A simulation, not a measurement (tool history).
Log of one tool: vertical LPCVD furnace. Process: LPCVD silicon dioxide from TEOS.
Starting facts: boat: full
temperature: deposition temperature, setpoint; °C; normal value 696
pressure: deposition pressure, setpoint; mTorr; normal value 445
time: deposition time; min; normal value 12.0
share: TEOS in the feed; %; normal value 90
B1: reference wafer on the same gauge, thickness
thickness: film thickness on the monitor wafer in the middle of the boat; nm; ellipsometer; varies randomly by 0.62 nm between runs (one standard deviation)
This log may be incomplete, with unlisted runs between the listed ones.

run 1 hour=0.0 | temperature=696 pressure=445 time=9.5 share=90 | B1=121.96 | thickness=108.76
-- hour=26.9 gauge calibrated
run 2 hour=30.1 | temperature=696 pressure=445 time=9.5 share=90 | B1=122.05 | thickness=109.01
run 3 hour=43.9 | temperature=696 pressure=445 time=9.5 share=90 | B1=122.00 | thickness=109.29
-- hour=89.1 TEOS flow controller replaced
run 4 hour=89.6 | temperature=700 pressure=510 time=12.0 share=90 | B1=121.97 | thickness=163.55
run 5 hour=110.6 | temperature=700 pressure=510 time=12.0 share=90 | B1=121.97 | thickness=163.35
run 6 hour=122.8 | temperature=700 pressure=510 time=12.0 share=90 | B1=122.07 | thickness=161.68
run 7 hour=155.2 | temperature=696 pressure=445 time=12.0 share=90 | B1=122.02 | thickness=139.48
run 8 hour=168.2 | temperature=696 pressure=445 time=12.0 share=90 | B1=122.13 | thickness=138.35
run 9 hour=182.1 | temperature=696 pressure=445 time=12.0 share=90 | B1=121.94 | thickness=137.47
run 10 hour=209.0 | temperature=696 pressure=445 time=9.0 share=90 | B1=121.98 | thickness=103.67
run 11 hour=232.5 | temperature=691 pressure=445 time=16.5 share=97 | B1=122.02 | thickness=175.54
-- hour=271.6 thermocouples replaced and temperature profile calibrated
run 12 hour=272.1 | temperature=696 pressure=525 time=12.0 share=75 | B1=122.05 | thickness=123.45
run 13 hour=284.9 | temperature=706 pressure=520 time=15.0 share=83 | B1=122.01 | thickness=204.37
run 14 hour=300.2 | temperature=696 pressure=445 time=12.0 share=90 | B1=122.10 | thickness=124.31
-- hour=332.6 pressure gauge zeroed
run 15 hour=333.1 | temperature=696 pressure=395 time=7.5 share=90 | B1=121.95 | thickness=73.15
run 16 hour=351.0 | temperature=704 pressure=555 time=13.5 share=78 | B1=122.01 | thickness=176.10
run 17 hour=371.4 | temperature=696 pressure=445 time=12.0 share=90 | B1=121.99 | thickness=123.66
run 18 hour=405.0 | temperature=696 pressure=445 time=12.0 share=90 | B1=122.05 | thickness=123.87
run 19 hour=421.5 | temperature=696 pressure=445 time=12.0 share=90 | B1=121.99 | thickness=124.64
run 20 hour=449.6 | temperature=696 pressure=395 time=15.0 share=90 | B1=122.00 | thickness=147.00
run 21 hour=472.0 | temperature=693 pressure=545 time=9.0 share=76 | B1=122.03 | thickness=89.92
run 22 hour=497.7 | temperature=696 pressure=445 time=12.0 share=90 | B1=122.00 | thickness=124.33
run 23 hour=516.4 | temperature=696 pressure=445 time=9.5 share=90 | B1=122.05 | thickness=99.23
run 24 hour=537.9 | temperature=685 pressure=380 time=12.0 share=97 | B1=121.85 | thickness=92.30
run 25 hour=562.5 | temperature=696 pressure=445 time=12.0 share=90 | B1=122.09 | thickness=125.62
run 26 hour=595.4 | temperature=696 pressure=480 time=12.0 share=82 | B1=121.85 | thickness=123.70
run 27 hour=614.2 | temperature=696 pressure=555 time=12.0 share=96 | B1=121.95 | thickness=145.18
run 28 hour=631.6 | temperature=700 pressure=475 time=8.5 share=97 | B1=121.97 | thickness=105.95
run 29 hour=654.4 | temperature=696 pressure=445 time=12.0 share=90 | B1=121.95 | thickness=126.06
run 30 hour=667.9 | temperature=696 pressure=445 time=12.0 share=90 | B1=122.02 | thickness=125.91
run 31 hour=693.9 | temperature=696 pressure=445 time=12.0 share=73 | B1=122.05 | thickness=112.64
run 32 hour=720.1 | temperature=696 pressure=445 time=13.5 share=90 | B1=121.93 | thickness=142.41

For some of the steps in thickness from one run to the next: how much would appear even if the tool had no hidden state, given the settings, what came in and random variation, and how much remains for the hidden state plus any gauge scatter that the measured result and the result without hidden state don't share?
The tool's hidden condition here consists of: true tube temperature minus thermocouple reading, K; true pressure minus gauge reading, mTorr; deviation of the TEOS flow from its setpoint, %; gauge reads high (%).
Run 3 -> 4: temperature 696 -> 700, pressure 445 -> 510, time 9.5 -> 12.0, TEOS flow controller replaced. thickness +54.26 nm: hidden state +6.16, all else +48.10.
Run 10 -> 11: temperature 696 -> 691, time 9.0 -> 16.5, share 90 -> 97. thickness +71.87 nm: hidden state +8.70, all else +63.17.
Run 11 -> 12: temperature 691 -> 696, pressure 445 -> 525, time 16.5 -> 12.0, share 97 -> 75, thermocouples replaced and temperature profile calibrated. thickness -52.09 nm: hidden state -18.84, all else -33.25.
Run 12 -> 13: temperature 696 -> 706, pressure 525 -> 520, time 12.0 -> 15.0, share 75 -> 83. thickness +80.92 nm: hidden state +1.30, all else +79.62.
Run 13 -> 14: temperature 706 -> 696, pressure 520 -> 445, time 15.0 -> 12.0, share 83 -> 90. thickness -80.06 nm: hidden state -1.19, all else -78.87.
Run 15 -> 16: temperature 696 -> 704, pressure 395 -> 555, time 7.5 -> 13.5, share 90 -> 78. thickness +102.95 nm: hidden state +1.86, all else +101.09.

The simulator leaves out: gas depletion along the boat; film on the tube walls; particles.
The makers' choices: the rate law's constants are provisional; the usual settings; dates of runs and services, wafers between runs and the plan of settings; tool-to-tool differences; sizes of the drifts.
